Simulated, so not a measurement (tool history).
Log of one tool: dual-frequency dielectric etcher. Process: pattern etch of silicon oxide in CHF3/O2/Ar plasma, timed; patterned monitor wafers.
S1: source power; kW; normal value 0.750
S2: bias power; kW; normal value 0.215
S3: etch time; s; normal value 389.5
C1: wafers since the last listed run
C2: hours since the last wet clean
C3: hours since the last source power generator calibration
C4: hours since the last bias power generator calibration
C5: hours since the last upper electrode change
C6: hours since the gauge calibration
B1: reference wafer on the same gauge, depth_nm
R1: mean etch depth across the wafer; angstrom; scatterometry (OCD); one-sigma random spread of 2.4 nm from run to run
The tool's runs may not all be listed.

run 1 hour=0.0 | S1=0.750 S2=0.215 S3=389.5 | C1=0 C2=573.7 C3=981.3 C4=1598.7 C5=3234.2 C6=1100.3 | B1=929.5 | R1=8724
run 2 hour=39.5 | S1=0.750 S2=0.215 S3=389.5 | C1=98 C2=613.2 C3=1020.8 C4=1638.2 C5=3273.7 C6=1139.8 | B1=929.5 | R1=8746
-- hour=94.2 wet clean of the chamber
run 3 hour=94.7 | S1=0.750 S2=0.215 S3=389.5 | C1=77 C2=0.5 C3=1076.0 C4=1693.4 C5=3328.9 C6=1195.0 | B1=928.5 | R1=8757
run 4 hour=127.6 | S1=0.750 S2=0.215 S3=389.5 | C1=82 C2=33.4 C3=1108.9 C4=1726.3 C5=3361.8 C6=1227.9 | B1=929.3 | R1=8776
run 5 hour=225.8 | S1=0.750 S2=0.215 S3=389.5 | C1=244 C2=131.6 C3=1207.1 C4=1824.5 C5=3460.0 C6=1326.1 | B1=929.1 | R1=8778
run 6 hour=302.8 | S1=0.750 S2=0.215 S3=389.5 | C1=192 C2=208.6 C3=1284.1 C4=1901.5 C5=3537.0 C6=1403.1 | B1=929.4 | R1=8773
run 7 hour=350.1 | S1=0.750 S2=0.215 S3=389.5 | C1=117 C2=255.9 C3=1331.4 C4=1948.8 C5=3584.3 C6=1450.4 | B1=930.1 | R1=8821
run 8 hour=413.2 | S1=0.750 S2=0.215 S3=389.5 | C1=157 C2=319.0 C3=1394.5 C4=2011.9 C5=3647.4 C6=1513.5 | B1=929.0 | R1=8812
run 9 hour=489.2 | S1=0.750 S2=0.215 S3=389.5 | C1=189 C2=395.0 C3=1470.5 C4=2087.9 C5=3723.4 C6=1589.5 | B1=929.1 | R1=8827
run 10 hour=531.7 | S1=0.750 S2=0.215 S3=389.5 | C1=105 C2=437.5 C3=1513.0 C4=2130.4 C5=3765.9 C6=1632.0 | B1=928.3 | R1=8813
-- hour=546.3 gauge calibrated
-- hour=594.1 upper electrode replaced
run 11 hour=594.6 | S1=0.750 S2=0.215 S3=471.0 | C1=97 C2=500.4 C3=1575.9 C4=2193.3 C5=0.5 C6=48.3 | B1=929.0 | R1=10631
run 12 hour=630.1 | S1=0.750 S2=0.215 S3=389.5 | C1=88 C2=535.9 C3=1611.4 C4=2228.8 C5=36.0 C6=83.8 | B1=930.3 | R1=8839
-- hour=664.8 source power generator calibrated
run 13 hour=714.7 | S1=0.910 S2=0.215 S3=389.5 | C1=201 C2=620.5 C3=49.9 C4=2313.4 C5=120.6 C6=168.4 | B1=928.0 | R1=9397
-- hour=756.7 wet clean of the chamber
run 14 hour=773.3 | S1=0.750 S2=0.215 S3=389.5 | C1=86 C2=16.6 C3=108.5 C4=2372.0 C5=179.2 C6=227.0 | B1=929.5 | R1=8678
run 15 hour=814.4 | S1=0.750 S2=0.215 S3=389.5 | C1=102 C2=57.7 C3=149.6 C4=2413.1 C5=220.3 C6=268.1 | B1=929.3 | R1=8726
-- hour=877.1 bias power generator calibrated
run 16 hour=887.3 | S1=0.670 S2=0.253 S3=286.0 | C1=171 C2=130.6 C3=222.5 C4=10.2 C5=293.2 C6=341.0 | B1=929.0 | R1=6312
run 17 hour=931.3 | S1=0.680 S2=0.191 S3=502.5 | C1=109 C2=174.6 C3=266.5 C4=54.2 C5=337.2 C6=385.0 | B1=929.2 | R1=10275
run 18 hour=995.5 | S1=0.750 S2=0.197 S3=445.0 | C1=160 C2=238.8 C3=330.7 C4=118.4 C5=401.4 C6=449.2 | B1=928.8 | R1=9591
run 19 hour=1083.6 | S1=0.670 S2=0.261 S3=459.5 | C1=219 C2=326.9 C3=418.8 C4=206.5 C5=489.5 C6=537.3 | B1=929.6 | R1=10294
-- hour=1349.9 wet clean of the chamber
run 20 hour=1350.4 | S1=0.570 S2=0.256 S3=347.5 | C1=605 C2=0.5 C3=685.6 C4=473.3 C5=756.3 C6=804.1 | B1=929.6 | R1=7309
run 21 hour=1425.2 | S1=0.750 S2=0.215 S3=389.5 | C1=186 C2=75.3 C3=760.4 C4=548.1 C5=831.1 C6=878.9 | B1=928.4 | R1=8728
run 22 hour=1504.4 | S1=0.870 S2=0.215 S3=284.0 | C1=197 C2=154.5 C3=839.6 C4=627.3 C5=910.3 C6=958.1 | B1=928.8 | R1=6756
run 23 hour=1612.3 | S1=0.750 S2=0.259 S3=444.5 | C1=269 C2=262.4 C3=947.5 C4=735.2 C5=1018.2 C6=1066.0 | B1=928.8 | R1=10537
run 24 hour=1705.5 | S1=0.940 S2=0.215 S3=282.5 | C1=232 C2=355.6 C3=1040.7 C4=828.4 C5=1111.4 C6=1159.2 | B1=928.5 | R1=6919

Alternative continuations, all from the tool just after run 24; predict every row:
run A hour=1706.0 | S1=0.750 S2=0.215 S3=389.5 | C1=1 C2=356.1 C3=1041.2 C4=828.9 C5=1111.9 C6=1159.7 | B1=? | R1=?
run B hour=1706.0 | S1=0.750 S2=0.186 S3=389.5 | C1=1 C2=356.1 C3=1041.2 C4=828.9 C5=1111.9 C6=1159.7 | B1=? | R1=?
run C hour=1706.0 | S1=0.750 S2=0.182 S3=389.5 | C1=1 C2=356.1 C3=1041.2 C4=828.9 C5=1111.9 C6=1159.7 | B1=? | R1=?
run D hour=1706.0 | S1=0.650 S2=0.190 S3=475.0 | C1=1 C2=356.1 C3=1041.2 C4=828.9 C5=1111.9 C6=1159.7 | B1=? | R1=?

run=A B1=930.2 R1=8745
run=B B1=930.2 R1=8379
run=C B1=930.2 R1=8327
run=D B1=930.2 R1=9683
Had the tool no hidden state, the same runs would have come out as:
run=A R1=8547
run=B R1=8190
run=C R1=8139
run=D R1=9465
